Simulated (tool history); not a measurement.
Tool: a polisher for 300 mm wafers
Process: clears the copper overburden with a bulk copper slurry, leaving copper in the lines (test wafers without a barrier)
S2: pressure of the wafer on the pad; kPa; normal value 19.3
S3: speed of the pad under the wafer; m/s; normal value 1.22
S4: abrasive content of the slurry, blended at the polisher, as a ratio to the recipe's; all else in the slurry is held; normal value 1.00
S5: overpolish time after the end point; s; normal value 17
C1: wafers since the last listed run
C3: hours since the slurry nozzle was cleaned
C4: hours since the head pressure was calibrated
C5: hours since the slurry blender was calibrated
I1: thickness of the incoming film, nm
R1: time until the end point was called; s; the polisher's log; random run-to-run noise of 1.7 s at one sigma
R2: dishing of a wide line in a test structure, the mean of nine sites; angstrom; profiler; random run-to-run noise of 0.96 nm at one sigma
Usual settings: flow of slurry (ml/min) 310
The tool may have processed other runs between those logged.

run 1 day=0.000 | flow_of_slurry_(ml/min)=310 S2=19.3 S3=1.22 S4=1.10 S5=17 | C1=0 wafers_polished_on_this_pad=2696 C3=33.3 C4=115.9 C5=216.2 | I1=1137.2 | R1=135.5 R2=646
run 2 day=2.533 | flow_of_slurry_(ml/min)=310 S2=19.3 S3=1.22 S4=1.10 S5=17 | C1=432 wafers_polished_on_this_pad=3128 C3=94.1 C4=176.7 C5=277.0 | I1=1144.3 | R1=139.8 R2=625
-- day=4.933 worn pad replaced by a new one
run 3 day=5.342 | flow_of_slurry_(ml/min)=310 S2=19.3 S3=1.22 S4=1.10 S5=17 | C1=450 wafers_polished_on_this_pad=69 C3=161.5 C4=244.1 C5=344.4 | I1=1128.6 | R1=121.8 R2=671
run 4 day=9.088 | flow_of_slurry_(ml/min)=310 S2=19.3 S3=1.22 S4=1.00 S5=17 | C1=639 wafers_polished_on_this_pad=709 C3=251.4 C4=334.0 C5=434.3 | I1=1141.9 | R1=137.4 R2=640
run 5 day=12.408 | flow_of_slurry_(ml/min)=310 S2=19.3 S3=1.22 S4=1.00 S5=17 | C1=566 wafers_polished_on_this_pad=1276 C3=331.1 C4=413.7 C5=514.0 | I1=1159.2 | R1=150.1 R2=621
run 6 day=15.100 | flow_of_slurry_(ml/min)=310 S2=19.3 S3=1.22 S4=1.00 S5=17 | C1=459 wafers_polished_on_this_pad=1735 C3=395.7 C4=478.3 C5=578.6 | I1=1149.9 | R1=154.1 R2=602
-- day=15.467 slurry blender recalibrated
run 7 day=19.346 | flow_of_slurry_(ml/min)=310 S2=19.3 S3=1.22 S4=1.00 S5=17 | C1=710 wafers_polished_on_this_pad=2446 C3=497.6 C4=580.2 C5=93.1 | I1=1144.0 | R1=138.2 R2=634
-- day=19.454 slurry nozzle cleaned
run 8 day=22.633 | flow_of_slurry_(ml/min)=310 S2=19.3 S3=1.22 S4=1.00 S5=17 | C1=554 wafers_polished_on_this_pad=3000 C3=76.3 C4=659.1 C5=172.0 | I1=1136.4 | R1=139.4 R2=623
-- day=24.121 head pressure recalibrated
run 9 day=25.342 | flow_of_slurry_(ml/min)=310 S2=19.3 S3=1.22 S4=1.00 S5=17 | C1=448 wafers_polished_on_this_pad=3448 C3=141.3 C4=29.3 C5=237.0 | I1=1158.4 | R1=143.3 R2=620
-- day=28.829 worn pad replaced by a new one
run 10 day=29.200 | flow_of_slurry_(ml/min)=240 S2=24.1 S3=0.92 S4=1.00 S5=13 | C1=630 wafers_polished_on_this_pad=63 C3=233.9 C4=121.9 C5=329.6 | I1=1139.6 | R1=126.9 R2=594
run 11 day=32.667 | flow_of_slurry_(ml/min)=270 S2=16.5 S3=1.22 S4=1.00 S5=12 | C1=591 wafers_polished_on_this_pad=655 C3=317.1 C4=205.1 C5=412.8 | I1=1147.8 | R1=164.3 R2=482
run 12 day=34.775 | flow_of_slurry_(ml/min)=360 S2=24.1 S3=1.22 S4=1.00 S5=17 | C1=359 wafers_polished_on_this_pad=1015 C3=367.7 C4=255.7 C5=463.4 | I1=1163.3 | R1=119.8 R2=675
run 13 day=36.562 | flow_of_slurry_(ml/min)=310 S2=23.4 S3=1.56 S4=1.00 S5=17 | C1=305 wafers_polished_on_this_pad=1320 C3=410.6 C4=298.6 C5=506.3 | I1=1145.9 | R1=108.3 R2=727
-- day=37.783 slurry blender recalibrated
run 14 day=39.929 | flow_of_slurry_(ml/min)=385 S2=13.8 S3=1.22 S4=0.90 S5=8 | C1=560 wafers_polished_on_this_pad=1880 C3=491.4 C4=379.4 C5=51.5 | I1=1139.4 | R1=189.7 R2=317
run 15 day=42.179 | flow_of_slurry_(ml/min)=205 S2=23.4 S3=1.22 S4=1.00 S5=22 | C1=384 wafers_polished_on_this_pad=2264 C3=545.4 C4=433.4 C5=105.5 | I1=1139.7 | R1=119.4 R2=760
-- day=44.371 slurry nozzle cleaned
run 16 day=46.021 | flow_of_slurry_(ml/min)=310 S2=19.3 S3=0.96 S4=1.00 S5=17 | C1=648 wafers_polished_on_this_pad=2913 C3=39.6 C4=525.6 C5=197.7 | I1=1143.8 | R1=158.1 R2=593
-- day=48.958 head pressure recalibrated
run 17 day=49.408 | flow_of_slurry_(ml/min)=310 S2=13.1 S3=1.22 S4=0.90 S5=17 | C1=564 wafers_polished_on_this_pad=3477 C3=120.9 C4=10.8 C5=279.0 | I1=1141.7 | R1=213.9 R2=497
-- day=50.575 worn pad replaced by a new one
run 18 day=51.842 | flow_of_slurry_(ml/min)=310 S2=19.3 S3=1.22 S4=1.20 S5=9 | C1=386 wafers_polished_on_this_pad=216 C3=179.3 C4=69.2 C5=337.4 | I1=1127.7 | R1=123.1 R2=466
run 19 day=54.192 | flow_of_slurry_(ml/min)=310 S2=19.3 S3=1.22 S4=1.00 S5=23 | C1=401 wafers_polished_on_this_pad=617 C3=235.7 C4=125.6 C5=393.8 | I1=1134.3 | R1=133.1 R2=716
run 20 day=56.850 | flow_of_slurry_(ml/min)=245 S2=16.5 S3=1.22 S4=1.00 S5=14 | C1=453 wafers_polished_on_this_pad=1071 C3=299.5 C4=189.4 C5=457.6 | I1=1144.7 | R1=173.1 R2=519
-- day=58.821 slurry blender recalibrated
run 21 day=59.950 | flow_of_slurry_(ml/min)=310 S2=19.3 S3=1.22 S4=1.00 S5=17 | C1=514 wafers_polished_on_this_pad=1586 C3=373.9 C4=263.8 C5=27.1 | I1=1122.9 | R1=131.5 R2=630
run 22 day=63.283 | flow_of_slurry_(ml/min)=310 S2=15.9 S3=0.98 S4=1.00 S5=9 | C1=568 wafers_polished_on_this_pad=2155 C3=453.9 C4=343.8 C5=107.1 | I1=1136.9 | R1=187.1 R2=352
run 23 day=65.754 | flow_of_slurry_(ml/min)=410 S2=13.8 S3=1.22 S4=0.85 S5=23 | C1=421 wafers_polished_on_this_pad=2576 C3=513.2 C4=403.1 C5=166.4 | I1=1133.1 | R1=198.4 R2=598
-- day=65.904 slurry nozzle cleaned
run 24 day=67.721 | flow_of_slurry_(ml/min)=310 S2=19.3 S3=1.22 S4=1.00 S5=12 | C1=328 wafers_polished_on_this_pad=2905 C3=43.6 C4=450.3 C5=213.6 | I1=1153.7 | R1=145.6 R2=511
run 25 day=71.696 | flow_of_slurry_(ml/min)=310 S2=19.3 S3=0.84 S4=1.20 S5=17 | C1=678 wafers_polished_on_this_pad=3583 C3=139.0 C4=545.7 C5=309.0 | I1=1144.2 | R1=171.3 R2=561
-- day=74.525 head pressure recalibrated
-- day=75.721 worn pad replaced by a new one
run 26 day=75.792 | flow_of_slurry_(ml/min)=310 S2=24.1 S3=0.86 S4=1.00 S5=27 | C1=656 wafers_polished_on_this_pad=12 C3=237.3 C4=30.4 C5=407.3 | I1=1145.8 | R1=129.9 R2=790
run 27 day=79.217 | flow_of_slurry_(ml/min)=310 S2=19.3 S3=1.22 S4=1.00 S5=17 | C1=584 wafers_polished_on_this_pad=596 C3=319.5 C4=112.6 C5=489.5 | I1=1127.5 | R1=138.5 R2=619
run 28 day=82.046 | flow_of_slurry_(ml/min)=310 S2=19.3 S3=0.96 S4=1.00 S5=17 | C1=482 wafers_polished_on_this_pad=1079 C3=387.4 C4=180.5 C5=557.4 | I1=1148.1 | R1=169.0 R2=569

Here are 4 independent what-if runs from the current tool condition. What would each one return?
run A day=82.067 | flow_of_slurry_(ml/min)=310 S2=19.3 S3=1.22 S4=1.00 S5=17 | C1=3 wafers_polished_on_this_pad=1083 C3=387.9 C4=181.0 C5=557.9 | I1=1134.4 | R1=? R2=?
run B day=82.067 | flow_of_slurry_(ml/min)=215 S2=26.2 S3=1.60 S4=1.25 S5=17 | C1=3 wafers_polished_on_this_pad=1083 C3=387.9 C4=181.0 C5=557.9 | I1=1134.4 | R1=? R2=?
run C day=82.067 | flow_of_slurry_(ml/min)=310 S2=13.1 S3=1.22 S4=1.00 S5=17 | C1=3 wafers_polished_on_this_pad=1083 C3=387.9 C4=181.0 C5=557.9 | I1=1134.4 | R1=? R2=?
run D day=82.067 | flow_of_slurry_(ml/min)=225 S2=19.3 S3=1.02 S4=1.10 S5=10 | C1=3 wafers_polished_on_this_pad=1083 C3=387.9 C4=181.0 C5=557.9 | I1=1134.4 | R1=? R2=?

run=A R1=150.0 R2=618
run=B R1=91.6 R2=777
run=C R1=214.2 R2=492
run=D R1=167.3 R2=420
With no hidden state in the tool, these same runs would have given:
run=A R1=119.3 R2=685
run=B R1=72.4 R2=828
run=C R1=170.4 R2=558
run=D R1=132.7 R2=490
